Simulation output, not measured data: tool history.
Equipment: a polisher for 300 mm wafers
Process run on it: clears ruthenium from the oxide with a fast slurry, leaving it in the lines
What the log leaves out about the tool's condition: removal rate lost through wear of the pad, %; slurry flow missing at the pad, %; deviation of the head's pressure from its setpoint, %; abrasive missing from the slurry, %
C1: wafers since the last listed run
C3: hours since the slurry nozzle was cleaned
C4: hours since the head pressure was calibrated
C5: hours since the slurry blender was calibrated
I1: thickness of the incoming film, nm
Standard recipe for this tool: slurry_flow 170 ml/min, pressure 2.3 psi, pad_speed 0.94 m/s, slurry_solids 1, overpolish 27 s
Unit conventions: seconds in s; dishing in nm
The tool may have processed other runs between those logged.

{"run": 1, "hour": 0.0, "slurry_flow": 170, "pressure": 2.3, "pad_speed": 0.94, "slurry_solids": 0.85, "overpolish": 27, "C1": 0, "wafers polished on this pad": 239, "C3": 83.7, "C4": 314, "C5": 284.1, "I1": 188.6, "seconds": 91.9, "dishing": 45.7}
{"run": 2, "hour": 100.0, "slurry_flow": 170, "pressure": 2.3, "pad_speed": 0.94, "slurry_solids": 0.85, "overpolish": 27, "C1": 593, "wafers polished on this pad": 833, "C3": 183.7, "C4": 414, "C5": 384.1, "I1": 190.1, "seconds": 96.4, "dishing": 43.5}
{"hour": 125.0, "done": "head pressure recalibrated"}
{"hour": 125.4, "done": "slurry blender recalibrated"}
{"run": 3, "hour": 193.5, "slurry_flow": 140, "pressure": 2.3, "pad_speed": 0.94, "slurry_solids": 1, "overpolish": 27, "C1": 540, "wafers polished on this pad": 1373, "C3": 277.2, "C4": 68.5, "C5": 68.1, "I1": 186.8, "seconds": 97, "dishing": 44.5}
{"run": 4, "hour": 249.7, "slurry_flow": 140, "pressure": 2.3, "pad_speed": 0.94, "slurry_solids": 1, "overpolish": 27, "C1": 333, "wafers polished on this pad": 1706, "C3": 333.4, "C4": 124.7, "C5": 124.3, "I1": 188, "seconds": 99.1, "dishing": 44.5}
{"hour": 281.1, "done": "worn pad replaced by a new one"}
{"hour": 284.4, "done": "slurry nozzle cleaned"}
{"run": 5, "hour": 297.2, "slurry_flow": 170, "pressure": 2.3, "pad_speed": 0.94, "slurry_solids": 1, "overpolish": 27, "C1": 252, "wafers polished on this pad": 89, "C3": 12.8, "C4": 172.2, "C5": 171.8, "I1": 192.3, "seconds": 83.4, "dishing": 50.3}
{"run": 6, "hour": 383.6, "slurry_flow": 170, "pressure": 2.3, "pad_speed": 0.94, "slurry_solids": 1, "overpolish": 27, "C1": 512, "wafers polished on this pad": 602, "C3": 99.2, "C4": 258.6, "C5": 258.2, "I1": 189.4, "seconds": 88.5, "dishing": 48.8}
{"hour": 473.4, "done": "slurry blender recalibrated"}
{"run": 7, "hour": 480.8, "slurry_flow": 170, "pressure": 2.3, "pad_speed": 0.94, "slurry_solids": 1, "overpolish": 27, "C1": 564, "wafers polished on this pad": 1166, "C3": 196.4, "C4": 355.8, "C5": 7.4, "I1": 192.9, "seconds": 92.5, "dishing": 45.9}
{"hour": 507.9, "done": "head pressure recalibrated"}
{"run": 8, "hour": 540.0, "slurry_flow": 170, "pressure": 2.3, "pad_speed": 0.94, "slurry_solids": 1, "overpolish": 27, "C1": 339, "wafers polished on this pad": 1506, "C3": 255.6, "C4": 32.1, "C5": 66.6, "I1": 192.3, "seconds": 96.3, "dishing": 46.6}
{"hour": 578.2, "done": "worn pad replaced by a new one"}
{"run": 9, "hour": 621.1, "slurry_flow": 170, "pressure": 2.3, "pad_speed": 0.88, "slurry_solids": 1, "overpolish": 27, "C1": 457, "wafers polished on this pad": 254, "C3": 336.7, "C4": 113.2, "C5": 147.7, "I1": 190.2, "seconds": 91.6, "dishing": 45.4}
{"run": 10, "hour": 695.6, "slurry_flow": 170, "pressure": 2.3, "pad_speed": 0.88, "slurry_solids": 1, "overpolish": 27, "C1": 441, "wafers polished on this pad": 696, "C3": 411.2, "C4": 187.7, "C5": 222.2, "I1": 187.8, "seconds": 96.5, "dishing": 43.3}
{"hour": 697.4, "done": "slurry nozzle cleaned"}
{"run": 11, "hour": 742.0, "slurry_flow": 170, "pressure": 2.3, "pad_speed": 1.18, "slurry_solids": 1, "overpolish": 16, "C1": 269, "wafers polished on this pad": 965, "C3": 44.6, "C4": 234.1, "C5": 268.6, "I1": 186.8, "seconds": 68.8, "dishing": 38.7}
{"run": 12, "hour": 803.5, "slurry_flow": 170, "pressure": 2.3, "pad_speed": 0.94, "slurry_solids": 0.85, "overpolish": 27, "C1": 364, "wafers polished on this pad": 1330, "C3": 106.1, "C4": 295.6, "C5": 330.1, "I1": 190, "seconds": 99.1, "dishing": 42.3}
{"hour": 843.1, "done": "slurry blender recalibrated"}
{"hour": 849.7, "done": "worn pad replaced by a new one"}
{"hour": 852.9, "done": "head pressure recalibrated"}
{"run": 13, "hour": 898.8, "slurry_flow": 170, "pressure": 2.3, "pad_speed": 0.94, "slurry_solids": 0.85, "overpolish": 27, "C1": 517, "wafers polished on this pad": 279, "C3": 201.4, "C4": 45.9, "C5": 55.7, "I1": 192.6, "seconds": 93.6, "dishing": 46.5}
{"run": 14, "hour": 1046.4, "slurry_flow": 190, "pressure": 2.5, "pad_speed": 0.94, "slurry_solids": 1, "overpolish": 37, "C1": 875, "wafers polished on this pad": 1155, "C3": 349, "C4": 193.5, "C5": 203.3, "I1": 188.2, "seconds": 85.3, "dishing": 64.1}
{"hour": 1115.2, "done": "slurry nozzle cleaned"}
{"run": 15, "hour": 1133.9, "slurry_flow": 185, "pressure": 1.9, "pad_speed": 0.94, "slurry_solids": 1.15, "overpolish": 27, "C1": 513, "wafers polished on this pad": 1668, "C3": 18.7, "C4": 281, "C5": 290.8, "I1": 186.2, "seconds": 100.4, "dishing": 43.8}
{"run": 16, "hour": 1173.6, "slurry_flow": 220, "pressure": 2.3, "pad_speed": 1.1, "slurry_solids": 1, "overpolish": 27, "C1": 235, "wafers polished on this pad": 1903, "C3": 58.4, "C4": 320.7, "C5": 330.5, "I1": 188.4, "seconds": 73.6, "dishing": 53.1}
{"hour": 1178.7, "done": "worn pad replaced by a new one"}
{"hour": 1192.2, "done": "slurry blender recalibrated"}
{"hour": 1207.1, "done": "head pressure recalibrated"}
{"run": 17, "hour": 1216.5, "slurry_flow": 170, "pressure": 1.9, "pad_speed": 1.06, "slurry_solids": 1, "overpolish": 27, "C1": 207, "wafers polished on this pad": 200, "C3": 101.3, "C4": 9.4, "C5": 24.3, "I1": 189.8, "seconds": 91.5, "dishing": 46.4}
{"run": 18, "hour": 1303.8, "slurry_flow": 140, "pressure": 2.8, "pad_speed": 0.76, "slurry_solids": 1, "overpolish": 27, "C1": 517, "wafers polished on this pad": 718, "C3": 188.6, "C4": 96.7, "C5": 111.6, "I1": 191.4, "seconds": 96.1, "dishing": 44.3}
{"run": 19, "hour": 1383.2, "slurry_flow": 130, "pressure": 2.3, "pad_speed": 0.94, "slurry_solids": 1.1, "overpolish": 32, "C1": 471, "wafers polished on this pad": 1189, "C3": 268, "C4": 176.1, "C5": 191, "I1": 190.4, "seconds": 95.5, "dishing": 52.1}
{"run": 20, "hour": 1474.7, "slurry_flow": 190, "pressure": 2.3, "pad_speed": 0.94, "slurry_solids": 1.2, "overpolish": 27, "C1": 542, "wafers polished on this pad": 1731, "C3": 359.5, "C4": 267.6, "C5": 282.5, "I1": 188.8, "seconds": 85.7, "dishing": 47.3}
{"hour": 1488.8, "done": "slurry nozzle cleaned"}
{"hour": 1500.3, "done": "worn pad replaced by a new one"}
{"hour": 1573.4, "done": "slurry blender recalibrated"}
{"run": 21, "hour": 1576.3, "slurry_flow": 170, "pressure": 2.5, "pad_speed": 1.1, "slurry_solids": 1.2, "overpolish": 31, "C1": 561, "wafers polished on this pad": 439, "C3": 87.5, "C4": 369.2, "C5": 2.9, "I1": 190.7, "seconds": 61.9, "dishing": 67.1}

Take each entry between the runs: how does the hidden state at the last listed run before it differ from the hidden state at the first listed run after it?
From run 2 to run 3: head pressure recalibrated (hour 125); slurry blender recalibrated (hour 125.4)
  removal rate lost through wear of the pad, %: 7.83 -> 9.38; slurry flow missing at the pad, %: 32.8 -> 37.3
  measured less the result without the state, seconds: +12.2 -> +15.4 s; dishing: -4.9 -> -6.4 nm
From run 4 to run 5: worn pad replaced by a new one (hour 281.1); slurry nozzle cleaned (hour 284.4)
  removal rate lost through wear of the pad, %: 9.82 -> 2.57; slurry flow missing at the pad, %: 38.8 -> 6.03
  measured less the result without the state, seconds: +16.5 -> +2.8 s; dishing: -6.8 -> -1.4 nm
From run 6 to run 7: slurry blender recalibrated (hour 473.4)
  removal rate lost through wear of the pad, %: 7.36 -> 9.63; slurry flow missing at the pad, %: 22.6 -> 31.6
  measured less the result without the state, seconds: +9.2 -> +13.2 s; dishing: -4.3 -> -5.7 nm
From run 7 to run 8: head pressure recalibrated (hour 507.9)
  removal rate lost through wear of the pad, %: 9.63 -> 10.3; slurry flow missing at the pad, %: 31.6 -> 34.5
  measured less the result without the state, seconds: +13.2 -> +14.8 s; dishing: -5.7 -> -6.4 nm
From run 8 to run 9: worn pad replaced by a new one (hour 578.2)
  removal rate lost through wear of the pad, %: 10.3 -> 3.76; slurry flow missing at the pad, %: 34.5 -> 36.8
  measured less the result without the state, seconds: +14.8 -> +8.8 s; dishing: -6.4 -> -3.8 nm
From run 10 to run 11: slurry nozzle cleaned (hour 697.4)
  removal rate lost through wear of the pad, %: 7.13 -> 8.29; slurry flow missing at the pad, %: 37.9 -> 13.2
  measured less the result without the state, seconds: +12.6 -> +6.8 s; dishing: -5 -> -3.5 nm
From run 12 to run 13: slurry blender recalibrated (hour 843.1); worn pad replaced by a new one (hour 849.7); head pressure recalibrated (hour 852.9)
  removal rate lost through wear of the pad, %: 9.22 -> 4.62; slurry flow missing at the pad, %: 23.2 -> 31.6
  measured less the result without the state, seconds: +12.3 -> +8.9 s; dishing: -4.6 -> -3.7 nm
From run 14 to run 15: slurry nozzle cleaned (hour 1115.2)
  removal rate lost through wear of the pad, %: 9.33 -> 10.2; slurry flow missing at the pad, %: 36.7 -> 5.78
  measured less the result without the state, seconds: +12.4 -> +10.9 s; dishing: -7.1 -> -4.2 nm
From run 16 to run 17: worn pad replaced by a new one (hour 1178.7); slurry blender recalibrated (hour 1192.2); head pressure recalibrated (hour 1207.1)
  removal rate lost through wear of the pad, %: 10.4 -> 4.19; slurry flow missing at the pad, %: 14.4 -> 21.1
  measured less the result without the state, seconds: +8.8 -> +6.6 s; dishing: -5.1 -> -2.7 nm
From run 20 to run 21: slurry nozzle cleaned (hour 1488.8); worn pad replaced by a new one (hour 1500.3); slurry blender recalibrated (hour 1573.4)
  removal rate lost through wear of the pad, %: 10.5 -> 5.17; slurry flow missing at the pad, %: 35.4 -> 18.9
  measured less the result without the state, seconds: +13.2 -> +4.8 s; dishing: -6.4 -> -3.5 nm
